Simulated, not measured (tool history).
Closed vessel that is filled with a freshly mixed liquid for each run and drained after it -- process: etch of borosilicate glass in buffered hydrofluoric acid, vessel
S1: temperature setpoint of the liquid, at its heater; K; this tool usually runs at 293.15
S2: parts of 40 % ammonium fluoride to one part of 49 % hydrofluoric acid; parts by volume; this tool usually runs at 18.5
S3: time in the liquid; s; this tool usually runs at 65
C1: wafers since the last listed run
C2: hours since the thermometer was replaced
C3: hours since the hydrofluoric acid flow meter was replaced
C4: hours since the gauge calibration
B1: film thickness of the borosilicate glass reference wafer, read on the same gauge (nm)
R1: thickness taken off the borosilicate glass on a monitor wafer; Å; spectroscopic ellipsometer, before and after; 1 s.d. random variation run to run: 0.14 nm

| run | hour | S1 | S2 | S3 | C1 | C2 | C3 | C4 | B1 | R1 |
|---|---|---|---|---|---|---|---|---|---|---|
| 1 | 0 | 293.15 | 23 | 65 | 0 | 258.9 | 297.7 | 101.7 | 150.02 | 297.4 |
| 2 | 45.1 | 293.15 | 23 | 65 | 4307 | 304 | 342.8 | 146.8 | 150 | 298.3 |
| 3 | 98.9 | 293.15 | 18.5 | 65 | 5138 | 357.8 | 396.6 | 200.6 | 150 | 352.7 |
| 4 | 167.4 | 293.15 | 18.5 | 65 | 6542 | 426.3 | 465.1 | 269.1 | 149.99 | 349.9 |
| 5 | 196.9 | 293.15 | 14.5 | 65 | 2817 | 455.8 | 494.6 | 298.6 | 149.97 | 450.9 |
|  | 229.5 | thermometer replaced |
| 6 | 232.9 | 293.15 | 18.5 | 65 | 3342 | 3.4 | 530.6 | 334.6 | 149.98 | 354.7 |
| 7 | 298.8 | 293.15 | 24 | 65 | 6294 | 69.3 | 596.5 | 400.5 | 150 | 290.4 |
| 8 | 368.7 | 293.15 | 16 | 65 | 6676 | 139.2 | 666.4 | 470.4 | 150.02 | 409.6 |
| 9 | 438.1 | 293.15 | 16 | 65 | 6628 | 208.6 | 735.8 | 539.8 | 149.99 | 408 |
| 10 | 482.3 | 293.15 | 18.5 | 65 | 4221 | 252.8 | 780 | 584 | 150.01 | 353.5 |
| 11 | 554.1 | 296.65 | 18.5 | 80 | 6857 | 324.6 | 851.8 | 655.8 | 150.01 | 523.8 |
|  | 590.8 | hydrofluoric acid flow meter replaced |
|  | 595 | gauge calibrated |
| 12 | 603 | 296.65 | 18.5 | 80 | 4574 | 373.5 | 12.2 | 8 | 150.04 | 526.1 |
| 13 | 718.3 | 296.15 | 25.5 | 30 | 11012 | 488.8 | 127.5 | 123.3 | 150.01 | 149.4 |
|  | 723.1 | thermometer replaced |
| 14 | 745.1 | 293.15 | 23 | 65 | 2464 | 22 | 154.3 | 150.1 | 149.97 | 296.1 |
| 15 | 806.4 | 290.15 | 18.5 | 90 | 5854 | 83.3 | 215.6 | 211.4 | 149.98 | 414.5 |
| 16 | 871.9 | 291.15 | 23.5 | 65 | 6255 | 148.8 | 281.1 | 276.9 | 149.99 | 263.9 |
| 17 | 900.6 | 293.15 | 18.5 | 85 | 2741 | 177.5 | 309.8 | 305.6 | 149.98 | 466.2 |
| 18 | 932.5 | 293.15 | 16 | 65 | 3046 | 209.4 | 341.7 | 337.5 | 150.04 | 406.8 |
| 19 | 958 | 293.15 | 18.5 | 90 | 2435 | 234.9 | 367.2 | 363 | 149.97 | 488.8 |
| 20 | 1028.4 | 297.65 | 18.5 | 35 | 6724 | 305.3 | 437.6 | 433.4 | 150.02 | 244.1 |
| 21 | 1077.6 | 291.15 | 18.5 | 65 | 4699 | 354.5 | 486.8 | 482.6 | 150.05 | 318.5 |
| 22 | 1103.3 | 290.15 | 21 | 105 | 2454 | 380.2 | 512.5 | 508.3 | 150 | 429.6 |
| 23 | 1170.6 | 293.15 | 18.5 | 40 | 6427 | 447.5 | 579.8 | 575.6 | 150.02 | 215.6 |
| 24 | 1205.2 | 290.15 | 18.5 | 40 | 3304 | 482.1 | 614.4 | 610.2 | 149.98 | 182.9 |

Entry by entry between the runs, the difference in hidden state between the last listed run before and the first listed run after:
Logged between run 5 and run 6: thermometer replaced (hour 229.5)
  no hidden state differs between the two runs
Logged between run 11 and run 12: hydrofluoric acid flow meter replaced (hour 590.8); gauge calibrated (hour 595)
  no hidden state differs between the two runs
Logged between run 13 and run 14: thermometer replaced (hour 723.1)
  no hidden state differs between the two runs
